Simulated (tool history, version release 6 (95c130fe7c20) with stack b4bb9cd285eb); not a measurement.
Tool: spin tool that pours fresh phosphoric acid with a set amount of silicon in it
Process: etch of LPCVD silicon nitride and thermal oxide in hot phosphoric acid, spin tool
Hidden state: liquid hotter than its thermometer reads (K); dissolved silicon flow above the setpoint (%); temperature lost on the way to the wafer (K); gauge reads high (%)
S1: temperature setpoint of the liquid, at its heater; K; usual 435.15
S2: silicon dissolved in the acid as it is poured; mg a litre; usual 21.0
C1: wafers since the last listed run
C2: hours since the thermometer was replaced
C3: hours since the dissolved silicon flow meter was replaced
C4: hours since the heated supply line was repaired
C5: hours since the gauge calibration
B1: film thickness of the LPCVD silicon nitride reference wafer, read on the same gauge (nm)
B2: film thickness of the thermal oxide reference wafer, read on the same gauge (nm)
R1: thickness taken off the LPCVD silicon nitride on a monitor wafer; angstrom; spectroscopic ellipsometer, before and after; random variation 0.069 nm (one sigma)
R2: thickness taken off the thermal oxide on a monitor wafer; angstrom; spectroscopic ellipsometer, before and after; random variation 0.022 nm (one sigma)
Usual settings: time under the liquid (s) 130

Run 1, hour 0.0: usual settings; C1 0; C2 1335.5; C3 79.5; C4 1844.0; C5 717.8; B1 60.01; B2 109.988. Result: R1 118.5 angstrom, R2 2.05 angstrom.
At hour 18.2: heated supply line repaired.
Run 2, hour 31.1: usual settings; C1 235; C2 1366.6; C3 110.6; C4 12.9; C5 748.9; B1 60.00; B2 110.002. Result: R1 128.5 angstrom, R2 2.50 angstrom.
Run 3, hour 51.5: usual settings; C1 159; C2 1387.0; C3 131.0; C4 33.3; C5 769.3; B1 60.00; B2 109.984. Result: R1 128.6 angstrom, R2 2.62 angstrom.
Run 4, hour 84.7: usual settings; C1 260; C2 1420.2; C3 164.2; C4 66.5; C5 802.5; B1 60.00; B2 110.035. Result: R1 128.3 angstrom, R2 2.38 angstrom.
At hour 86.9: gauge calibrated.
Run 5, hour 101.9: usual settings; C1 134; C2 1437.4; C3 181.4; C4 83.7; C5 15.0; B1 59.99; B2 109.988. Result: R1 127.9 angstrom, R2 2.96 angstrom.
Run 6, hour 137.7: usual settings but time under the liquid (s) 100; C1 280; C2 1473.2; C3 217.2; C4 119.5; C5 50.8; B1 60.01; B2 110.020. Result: R1 97.9 angstrom, R2 1.96 angstrom.
Run 7, hour 160.3: usual settings; C1 177; C2 1495.8; C3 239.8; C4 142.1; C5 73.4; B1 60.02; B2 109.992. Result: R1 127.7 angstrom, R2 2.48 angstrom.
Run 8, hour 188.5: usual settings but S1 436.15 K, S2 5.5 mg a litre, time under the liquid (s) 205; C1 220; C2 1524.0; C3 268.0; C4 170.3; C5 101.6; B1 60.01; B2 110.001. Result: R1 207.2 angstrom, R2 6.03 angstrom.
Run 9, hour 214.3: usual settings but time under the liquid (s) 190; C1 202; C2 1549.8; C3 293.8; C4 196.1; C5 127.4; B1 59.98; B2 110.012. Result: R1 186.2 angstrom, R2 3.25 angstrom.
At hour 228.5: thermometer replaced.
Run 10, hour 249.5: usual settings; C1 267; C2 21.0; C3 329.0; C4 231.3; C5 162.6; B1 59.99; B2 110.016. Result: R1 126.9 angstrom, R2 2.44 angstrom.
Run 11, hour 264.6: usual settings but S1 432.15 K, S2 35.0 mg a litre, time under the liquid (s) 70; C1 118; C2 36.1; C3 344.1; C4 246.4; C5 177.7; B1 59.99; B2 109.997. Result: R1 62.0 angstrom, R2 0.57 angstrom.
Run 12, hour 293.1: usual settings but S1 436.65 K, S2 26.0 mg a litre, time under the liquid (s) 105; C1 223; C2 64.6; C3 372.6; C4 274.9; C5 206.2; B1 60.00; B2 109.985. Result: R1 107.3 angstrom, R2 1.59 angstrom.
Run 13, hour 308.7: usual settings but S1 432.65 K; C1 122; C2 80.2; C3 388.2; C4 290.5; C5 221.8; B1 60.01; B2 110.038. Result: R1 117.4 angstrom, R2 1.93 angstrom.
Run 14, hour 343.3: usual settings but S1 437.15 K, S2 4.5 mg a litre, time under the liquid (s) 65; C1 271; C2 114.8; C3 422.8; C4 325.1; C5 256.4; B1 60.03; B2 109.953. Result: R1 67.2 angstrom, R2 1.69 angstrom.
At hour 362.7: dissolved silicon flow meter replaced.
Run 15, hour 370.7: usual settings but S1 432.65 K, S2 33.0 mg a litre, time under the liquid (s) 65; C1 206; C2 142.2; C3 8.0; C4 352.5; C5 283.8; B1 59.97; B2 110.012. Result: R1 57.5 angstrom, R2 0.49 angstrom.
Run 16, hour 398.8: usual settings but S2 31.5 mg a litre, time under the liquid (s) 75; C1 220; C2 170.3; C3 36.1; C4 380.6; C5 311.9; B1 60.02; B2 110.014. Result: R1 73.2 angstrom, R2 0.95 angstrom.
Run 17, hour 413.8: usual settings but S1 433.65 K; C1 117; C2 185.3; C3 51.1; C4 395.6; C5 326.9; B1 60.04; B2 109.998. Result: R1 119.2 angstrom, R2 2.32 angstrom.
Run 18, hour 429.3: usual settings but S1 436.15 K, S2 31.0 mg a litre, time under the liquid (s) 70; C1 121; C2 200.8; C3 66.6; C4 411.1; C5 342.4; B1 60.01; B2 109.990. Result: R1 70.2 angstrom, R2 1.00 angstrom.
Run 19, hour 473.0: usual settings but S2 25.5 mg a litre, time under the liquid (s) 75; C1 342; C2 244.5; C3 110.3; C4 454.8; C5 386.1; B1 60.03; B2 109.953. Result: R1 72.8 angstrom, R2 1.04 angstrom.
Run 20, hour 488.4: usual settings; C1 120; C2 259.9; C3 125.7; C4 470.2; C5 401.5; B1 60.00; B2 110.000. Result: R1 125.7 angstrom, R2 1.93 angstrom.
Run 21, hour 505.6: usual settings but S1 436.15 K, S2 8.5 mg a litre, time under the liquid (s) 65; C1 134; C2 277.1; C3 142.9; C4 487.4; C5 418.7; B1 60.02; B2 109.982. Result: R1 64.4 angstrom, R2 1.59 angstrom.
Run 22, hour 536.2: usual settings but S1 433.65 K, S2 11.5 mg a litre, time under the liquid (s) 55; C1 239; C2 307.7; C3 173.5; C4 518.0; C5 449.3; B1 60.00; B2 110.020. Result: R1 50.4 angstrom, R2 1.14 angstrom.

Forecast each of these 4 alternatives for the next run:
Run A, hour 536.7: usual settings; C1 3; C2 308.2; C3 174.0; C4 518.5; C5 449.8; B1 ?; B2 ?. Result: R1 ?, R2 ?.
Run B, hour 536.7: usual settings but time under the liquid (s) 65; C1 3; C2 308.2; C3 174.0; C4 518.5; C5 449.8; B1 ?; B2 ?. Result: R1 ?, R2 ?.
Run C, hour 536.7: usual settings but S1 436.15 K, S2 12.5 mg a litre, time under the liquid (s) 175; C1 3; C2 308.2; C3 174.0; C4 518.5; C5 449.8; B1 ?; B2 ?. Result: R1 ?, R2 ?.
Run D, hour 536.7: usual settings but S1 432.65 K, S2 36.0 mg a litre, time under the liquid (s) 175; C1 3; C2 308.2; C3 174.0; C4 518.5; C5 449.8; B1 ?; B2 ?. Result: R1 ?, R2 ?.

run     B1       B2     R1    R2
  A  59.97  110.017  125.7  1.98
  B  59.97  110.017   62.8  0.99
  C  59.97  110.017  174.9  3.58
  D  59.97  110.017  155.5  1.23
Without the tool's hidden state the same runs would have given:
run     R1    R2
  A  131.3  2.18
  B   65.7  1.09
  C  182.7  3.94
  D  162.6  1.36

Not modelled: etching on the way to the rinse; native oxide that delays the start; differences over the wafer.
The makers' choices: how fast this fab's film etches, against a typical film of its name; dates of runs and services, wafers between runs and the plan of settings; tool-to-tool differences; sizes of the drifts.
